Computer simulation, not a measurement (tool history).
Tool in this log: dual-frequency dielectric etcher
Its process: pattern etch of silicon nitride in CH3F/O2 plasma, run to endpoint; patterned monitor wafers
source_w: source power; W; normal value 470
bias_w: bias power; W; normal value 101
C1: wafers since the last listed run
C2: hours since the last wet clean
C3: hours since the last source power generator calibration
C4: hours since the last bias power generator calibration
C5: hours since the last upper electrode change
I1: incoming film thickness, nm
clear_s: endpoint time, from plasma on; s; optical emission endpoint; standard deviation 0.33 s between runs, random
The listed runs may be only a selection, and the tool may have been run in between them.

{"run": 1, "hour": 0.0, "source_w": 410, "bias_w": 109, "C1": 0, "C2": 426.7, "C3": 1868.3, "C4": 1678.9, "C5": 4285.8, "I1": 58.1, "clear_s": 55.2}
{"hour": 3.7, "done": "wet clean of the chamber"}
{"run": 2, "hour": 55.7, "source_w": 410, "bias_w": 109, "C1": 367, "C2": 52.0, "C3": 1924.0, "C4": 1734.6, "C5": 4341.5, "I1": 58.8, "clear_s": 57.0}
{"run": 3, "hour": 98.2, "source_w": 410, "bias_w": 109, "C1": 300, "C2": 94.5, "C3": 1966.5, "C4": 1777.1, "C5": 4384.0, "I1": 58.8, "clear_s": 56.5}
{"run": 4, "hour": 150.5, "source_w": 470, "bias_w": 101, "C1": 369, "C2": 146.8, "C3": 2018.8, "C4": 1829.4, "C5": 4436.3, "I1": 58.8, "clear_s": 55.7}
{"run": 5, "hour": 194.8, "source_w": 470, "bias_w": 101, "C1": 312, "C2": 191.1, "C3": 2063.1, "C4": 1873.7, "C5": 4480.6, "I1": 58.5, "clear_s": 55.5}
{"run": 6, "hour": 258.1, "source_w": 470, "bias_w": 101, "C1": 447, "C2": 254.4, "C3": 2126.4, "C4": 1937.0, "C5": 4543.9, "I1": 58.5, "clear_s": 55.8}
{"hour": 277.1, "done": "bias power generator calibrated"}
{"hour": 329.1, "done": "source power generator calibrated"}
{"hour": 377.2, "done": "wet clean of the chamber"}
{"hour": 451.2, "done": "upper electrode replaced"}
{"run": 7, "hour": 471.8, "source_w": 470, "bias_w": 92, "C1": 1114, "C2": 94.6, "C3": 142.7, "C4": 194.7, "C5": 20.6, "I1": 58.5, "clear_s": 56.8}
{"run": 8, "hour": 496.3, "source_w": 470, "bias_w": 101, "C1": 173, "C2": 119.1, "C3": 167.2, "C4": 219.2, "C5": 45.1, "I1": 58.7, "clear_s": 55.3}
{"run": 9, "hour": 522.1, "source_w": 470, "bias_w": 101, "C1": 182, "C2": 144.9, "C3": 193.0, "C4": 245.0, "C5": 70.9, "I1": 58.5, "clear_s": 55.2}
{"run": 10, "hour": 555.9, "source_w": 420, "bias_w": 101, "C1": 238, "C2": 178.7, "C3": 226.8, "C4": 278.8, "C5": 104.7, "I1": 58.7, "clear_s": 57.6}
{"run": 11, "hour": 586.4, "source_w": 420, "bias_w": 91, "C1": 215, "C2": 209.2, "C3": 257.3, "C4": 309.3, "C5": 135.2, "I1": 58.5, "clear_s": 59.6}
{"run": 12, "hour": 652.2, "source_w": 360, "bias_w": 89, "C1": 464, "C2": 275.0, "C3": 323.1, "C4": 375.1, "C5": 201.0, "I1": 58.7, "clear_s": 61.9}
{"run": 13, "hour": 706.2, "source_w": 470, "bias_w": 124, "C1": 381, "C2": 329.0, "C3": 377.1, "C4": 429.1, "C5": 255.0, "I1": 58.9, "clear_s": 52.0}
{"hour": 740.4, "done": "wet clean of the chamber"}
{"run": 14, "hour": 755.7, "source_w": 350, "bias_w": 110, "C1": 180, "C2": 15.3, "C3": 426.6, "C4": 478.6, "C5": 304.5, "I1": 58.7, "clear_s": 58.2}
{"run": 15, "hour": 784.4, "source_w": 400, "bias_w": 108, "C1": 202, "C2": 44.0, "C3": 455.3, "C4": 507.3, "C5": 333.2, "I1": 58.8, "clear_s": 56.2}
{"run": 16, "hour": 853.3, "source_w": 580, "bias_w": 123, "C1": 486, "C2": 112.9, "C3": 524.2, "C4": 576.2, "C5": 402.1, "I1": 59.0, "clear_s": 49.0}
{"run": 17, "hour": 885.0, "source_w": 570, "bias_w": 91, "C1": 223, "C2": 144.6, "C3": 555.9, "C4": 607.9, "C5": 433.8, "I1": 58.0, "clear_s": 53.5}

Alternative continuations, all from the tool just after run 17; predict every row:
{"run": "A", "hour": 885.5, "source_w": 560, "bias_w": 101, "C1": 3, "C2": 145.1, "C3": 556.4, "C4": 608.4, "C5": 434.3, "I1": 58.6, "clear_s": "?"}
{"run": "B", "hour": 885.5, "source_w": 440, "bias_w": 78, "C1": 3, "C2": 145.1, "C3": 556.4, "C4": 608.4, "C5": 434.3, "I1": 58.6, "clear_s": "?"}
{"run": "C", "hour": 885.5, "source_w": 470, "bias_w": 117, "C1": 3, "C2": 145.1, "C3": 556.4, "C4": 608.4, "C5": 434.3, "I1": 58.6, "clear_s": "?"}

run=A clear_s=53.1
run=B clear_s=61.7
run=C clear_s=53.1
Without the tool's unlogged condition, the same runs would have read:
run=A clear_s=53.1
run=B clear_s=61.7
run=C clear_s=53.1

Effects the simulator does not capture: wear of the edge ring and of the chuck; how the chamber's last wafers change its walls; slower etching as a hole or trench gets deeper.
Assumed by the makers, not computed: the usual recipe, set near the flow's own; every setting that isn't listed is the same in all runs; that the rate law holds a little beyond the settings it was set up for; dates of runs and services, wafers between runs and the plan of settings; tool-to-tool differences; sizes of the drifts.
